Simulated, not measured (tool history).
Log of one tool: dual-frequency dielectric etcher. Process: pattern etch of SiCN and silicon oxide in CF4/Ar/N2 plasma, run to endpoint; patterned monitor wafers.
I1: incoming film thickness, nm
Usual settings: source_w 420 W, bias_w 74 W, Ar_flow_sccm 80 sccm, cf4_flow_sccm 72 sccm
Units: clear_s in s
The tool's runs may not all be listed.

{"run": 1, "hour": 0.0, "source_w": 460, "bias_w": 74, "Ar_flow_sccm": 80, "cf4_flow_sccm": 72, "I1": 16.58, "clear_s": 18.8}
{"run": 2, "hour": 59.2, "source_w": 460, "bias_w": 74, "Ar_flow_sccm": 80, "cf4_flow_sccm": 72, "I1": 16.68, "clear_s": 18.9}
{"run": 3, "hour": 150.3, "source_w": 420, "bias_w": 74, "Ar_flow_sccm": 66, "cf4_flow_sccm": 72, "I1": 16.69, "clear_s": 20.7}
{"run": 4, "hour": 209.8, "source_w": 420, "bias_w": 74, "Ar_flow_sccm": 69, "cf4_flow_sccm": 72, "I1": 16.79, "clear_s": 20.7}
{"run": 5, "hour": 278.8, "source_w": 420, "bias_w": 89, "Ar_flow_sccm": 80, "cf4_flow_sccm": 61, "I1": 16.45, "clear_s": 20.4}
{"hour": 348.5, "done": "Ar flow controller replaced"}
{"run": 6, "hour": 361.9, "source_w": 420, "bias_w": 74, "Ar_flow_sccm": 80, "cf4_flow_sccm": 72, "I1": 16.68, "clear_s": 21.1}
{"hour": 399.0, "done": "CF4 flow controller replaced"}
{"run": 7, "hour": 407.0, "source_w": 420, "bias_w": 74, "Ar_flow_sccm": 80, "cf4_flow_sccm": 72, "I1": 16.77, "clear_s": 21.4}
{"hour": 459.0, "done": "wet clean of the chamber"}
{"run": 8, "hour": 488.7, "source_w": 480, "bias_w": 92, "Ar_flow_sccm": 88, "cf4_flow_sccm": 77, "I1": 16.62, "clear_s": 17.1}
{"run": 9, "hour": 575.4, "source_w": 420, "bias_w": 80, "Ar_flow_sccm": 90, "cf4_flow_sccm": 60, "I1": 16.61, "clear_s": 21}
{"run": 10, "hour": 632.6, "source_w": 420, "bias_w": 74, "Ar_flow_sccm": 80, "cf4_flow_sccm": 72, "I1": 16.61, "clear_s": 20.5}
{"run": 11, "hour": 723.1, "source_w": 320, "bias_w": 74, "Ar_flow_sccm": 71, "cf4_flow_sccm": 79, "I1": 16.71, "clear_s": 27.9}
{"run": 12, "hour": 802.1, "source_w": 380, "bias_w": 74, "Ar_flow_sccm": 64, "cf4_flow_sccm": 72, "I1": 16.66, "clear_s": 22.7}
{"run": 13, "hour": 892.6, "source_w": 420, "bias_w": 74, "Ar_flow_sccm": 89, "cf4_flow_sccm": 72, "I1": 16.72, "clear_s": 21.3}
{"run": 14, "hour": 970.0, "source_w": 420, "bias_w": 74, "Ar_flow_sccm": 62, "cf4_flow_sccm": 67, "I1": 16.66, "clear_s": 20.5}
{"run": 15, "hour": 1006.4, "source_w": 420, "bias_w": 74, "Ar_flow_sccm": 80, "cf4_flow_sccm": 72, "I1": 16.76, "clear_s": 21}
{"run": 16, "hour": 1060.8, "source_w": 350, "bias_w": 74, "Ar_flow_sccm": 80, "cf4_flow_sccm": 72, "I1": 16.85, "clear_s": 26.3}
{"run": 17, "hour": 1132.3, "source_w": 420, "bias_w": 74, "Ar_flow_sccm": 80, "cf4_flow_sccm": 72, "I1": 16.64, "clear_s": 21.2}
{"run": 18, "hour": 1198.7, "source_w": 330, "bias_w": 74, "Ar_flow_sccm": 80, "cf4_flow_sccm": 88, "I1": 16.85, "clear_s": 27.8}
{"hour": 1251.6, "done": "wet clean of the chamber"}
{"run": 19, "hour": 1288.0, "source_w": 480, "bias_w": 83, "Ar_flow_sccm": 71, "cf4_flow_sccm": 62, "I1": 16.62, "clear_s": 17.4}
{"run": 20, "hour": 1350.6, "source_w": 500, "bias_w": 60, "Ar_flow_sccm": 72, "cf4_flow_sccm": 81, "I1": 16.69, "clear_s": 17.3}
{"run": 21, "hour": 1421.2, "source_w": 420, "bias_w": 74, "Ar_flow_sccm": 80, "cf4_flow_sccm": 87, "I1": 16.68, "clear_s": 20.3}
{"run": 22, "hour": 1476.0, "source_w": 420, "bias_w": 74, "Ar_flow_sccm": 80, "cf4_flow_sccm": 72, "I1": 16.6, "clear_s": 20.7}
{"run": 23, "hour": 1564.4, "source_w": 420, "bias_w": 74, "Ar_flow_sccm": 80, "cf4_flow_sccm": 72, "I1": 16.63, "clear_s": 20.9}
{"run": 24, "hour": 1611.7, "source_w": 420, "bias_w": 59, "Ar_flow_sccm": 80, "cf4_flow_sccm": 72, "I1": 16.72, "clear_s": 21.7}
{"run": 25, "hour": 1659.5, "source_w": 420, "bias_w": 83, "Ar_flow_sccm": 80, "cf4_flow_sccm": 65, "I1": 16.66, "clear_s": 20.5}

3 ways to go on from here, each from the tool as it stands after run 25. What would each give?
{"run": "A", "hour": 1659.9, "source_w": 420, "bias_w": 74, "Ar_flow_sccm": 80, "cf4_flow_sccm": 72, "I1": 16.81, "clear_s": "?"}
{"run": "B", "hour": 1659.9, "source_w": 450, "bias_w": 74, "Ar_flow_sccm": 90, "cf4_flow_sccm": 72, "I1": 16.81, "clear_s": "?"}
{"run": "C", "hour": 1659.9, "source_w": 420, "bias_w": 74, "Ar_flow_sccm": 80, "cf4_flow_sccm": 85, "I1": 16.81, "clear_s": "?"}

run=A clear_s=21
run=B clear_s=19.8
run=C clear_s=20.7
Without the tool's hidden state the same runs would have given:
run=A clear_s=20.5
run=B clear_s=19.3
run=C clear_s=20.1
